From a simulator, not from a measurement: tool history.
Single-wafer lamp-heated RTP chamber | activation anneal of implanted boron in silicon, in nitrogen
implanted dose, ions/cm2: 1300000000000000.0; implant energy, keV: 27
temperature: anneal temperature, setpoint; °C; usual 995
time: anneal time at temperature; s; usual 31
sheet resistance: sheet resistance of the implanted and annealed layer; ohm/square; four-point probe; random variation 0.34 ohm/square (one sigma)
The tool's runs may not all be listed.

run	hour	temperature	time	read-back reference wafer on the same gauge, sheet resistance	sheet resistance
1	0	995	31	104.43	95.57
2	30.9	995	31	104.6	95.52
3	91.4	995	31	104.43	95.63
4	159.1	995	31	104.75	94.75
5	186.2	995	31	104.4	94.48
6	224.8	1009	31	104.52	92.76
7	271.2	1009	31	104.57	92.57
8	318.4	995	31	104.61	94.24
9	366.6	995	40	104.45	94.19
# hour 396.4: pyrometer window cleaned and pyrometer calibrated
10	404.1	995	40	104.53	94.48
11	433.4	995	31	104.58	95.09
12	480.9	995	31	104.53	95.07
13	533.1	995	31	104.47	94.75
14	580.3	978	31	104.65	99.35
# hour 603.6: gauge calibrated
15	619.6	980	31	104.44	98.96
16	673	995	31	104.52	94.28
17	720.2	995	31	104.63	94.63
18	759.5	995	31	104.51	94.19
19	824.5	1012	21	104.52	93.3
# hour 834.8: pyrometer window cleaned and pyrometer calibrated
20	872.4	995	46	104.38	93.63
21	929.7	995	31	104.54	94.71
22	996.7	979	37	104.52	98.17

Forecast run 23:
23	1045.1	995	31	?	?

{"run 23": {"read-back reference wafer on the same gauge, sheet resistance": 104.66, "sheet resistance": 94.14}}
Without the tool's hidden state the same run would have given sheet resistance 96.23 ohm/square.
